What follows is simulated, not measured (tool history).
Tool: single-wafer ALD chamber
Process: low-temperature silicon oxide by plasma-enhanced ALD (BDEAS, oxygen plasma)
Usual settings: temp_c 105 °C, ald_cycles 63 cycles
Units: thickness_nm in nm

| run | hour | temp_c | ald_cycles | read-back reference wafer on the same gauge, thickness_nm | thickness_nm |
|---|---|---|---|---|---|
| 1 | 0.0 | 105 | 69 | 7.600 | 8.647 |
| 2 | 9.5 | 112 | 63 | 7.599 | 7.768 |
| 3 | 25.6 | 105 | 57 | 7.605 | 7.120 |
| 4 | 35.5 | 105 | 57 | 7.603 | 7.138 |
| 5 | 48.4 | 95 | 63 | 7.597 | 8.132 |
| 6 | 59.2 | 95 | 63 | 7.599 | 8.137 |
| 7 | 70.0 | 105 | 63 | 7.602 | 7.848 |
| 8 | 81.2 | 105 | 63 | 7.592 | 7.910 |
| 9 | 92.9 | 105 | 63 | 7.601 | 7.874 |
| 10 | 108.3 | 105 | 63 | 7.603 | 7.890 |
| 11 | 116.7 | 105 | 63 | 7.605 | 7.898 |
| 12 | 128.5 | 105 | 63 | 7.599 | 7.875 |
| 13 | 139.1 | 111 | 63 | 7.602 | 7.790 |
| 14 | 145.3 | 111 | 63 | 7.600 | 7.770 |
| 15 | 152.7 | 105 | 63 | 7.594 | 7.874 |
|  | 181.4 | gauge calibrated |
| 16 | 190.4 | 109 | 63 | 7.601 | 7.804 |
|  | 201.8 | thermocouple changed; heater temperature recalibrated |
| 17 | 203.3 | 113 | 53 | 7.605 | 6.488 |
| 18 | 219.7 | 117 | 53 | 7.604 | 6.461 |
| 19 | 237.4 | 119 | 72 | 7.594 | 8.763 |
| 20 | 254.7 | 110 | 75 | 7.599 | 9.264 |
| 21 | 265.2 | 105 | 63 | 7.600 | 7.911 |
| 22 | 277.5 | 105 | 72 | 7.595 | 9.030 |
| 23 | 309.7 | 94 | 71 | 7.603 | 9.150 |
| 24 | 316.5 | 113 | 63 | 7.601 | 7.728 |
| 25 | 331.0 | 113 | 52 | 7.605 | 6.407 |
| 26 | 340.8 | 115 | 74 | 7.598 | 9.042 |
| 27 | 349.3 | 105 | 63 | 7.597 | 7.865 |
|  | 371.7 | gauge calibrated |
| 28 | 374.8 | 119 | 57 | 7.599 | 6.930 |
| 29 | 383.5 | 105 | 63 | 7.598 | 7.888 |

Forecast each of these 3 alternatives for the next run:
| A | 384.0 | 105 | 75 | ? | ? |
| B | 384.0 | 99 | 55 | ? | ? |
| C | 384.0 | 105 | 68 | ? | ? |

| run | read-back reference wafer on the same gauge, thickness_nm | thickness_nm |
|---|---|---|
| A | 7.604 | 9.392 |
| B | 7.604 | 6.996 |
| C | 7.604 | 8.515 |
Without the tool's hidden state the same runs would have given:
| run | thickness_nm |
|---|---|
| A | 9.392 |
| B | 6.996 |
| C | 8.515 |
